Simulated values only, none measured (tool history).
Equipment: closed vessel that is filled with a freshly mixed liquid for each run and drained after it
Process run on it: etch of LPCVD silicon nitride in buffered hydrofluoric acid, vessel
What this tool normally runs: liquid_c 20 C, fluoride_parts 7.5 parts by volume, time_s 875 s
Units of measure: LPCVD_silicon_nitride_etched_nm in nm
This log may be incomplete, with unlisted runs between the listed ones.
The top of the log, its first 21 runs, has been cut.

| run | hour | liquid_c | fluoride_parts | time_s | read-back film thickness of the LPCVD silicon nitride reference wafer, read on the same gauge (nm) | LPCVD_silicon_nitride_etched_nm |
|---|---|---|---|---|---|---|
| 22 | 1650.4 | 24 | 7.5 | 455 | 87.18 | 7 |
| 23 | 1698.6 | 22.5 | 9.5 | 415 | 87.12 | 4.66 |
| 24 | 1737.4 | 17 | 9.5 | 495 | 87.04 | 4.09 |
| 25 | 1781.8 | 21.5 | 10 | 460 | 87 | 4.7 |
| 26 | 1827.8 | 20 | 7.5 | 875 | 86.91 | 10.57 |
| 27 | 1881.6 | 17.5 | 7.5 | 480 | 86.9 | 5.05 |
| 28 | 1928.9 | 23 | 8.5 | 390 | 86.76 | 4.94 |
| 29 | 1972.8 | 18 | 7.5 | 875 | 86.82 | 9.55 |
| 30 | 2076.7 | 20 | 7.5 | 875 | 86.65 | 10.82 |
| 31 | 2173.9 | 20 | 8.5 | 875 | 86.58 | 9.17 |
| 32 | 2262.7 | 20 | 7.5 | 875 | 86.55 | 10.5 |

Consider 4 possible next runs. They are alternatives, not a sequence: every one starts from the tool as it was left by run 32. What does each give?
| A | 2263.6 | 20 | 10.5 | 875 | ? | ? |
| B | 2263.6 | 20 | 9.5 | 645 | ? | ? |
| C | 2263.6 | 18 | 9 | 1290 | ? | ? |
| D | 2263.6 | 17.5 | 5 | 875 | ? | ? |

| run | read-back film thickness of the LPCVD silicon nitride reference wafer, read on the same gauge (nm) | LPCVD_silicon_nitride_etched_nm |
|---|---|---|
| A | 86.51 | 7.88 |
| B | 86.51 | 6.29 |
| C | 86.51 | 11.63 |
| D | 86.51 | 13.44 |
Without the tool's hidden state the same runs would have given:
| run | LPCVD_silicon_nitride_etched_nm |
|---|---|
| A | 8.2 |
| B | 6.54 |
| C | 12.1 |
| D | 13.97 |
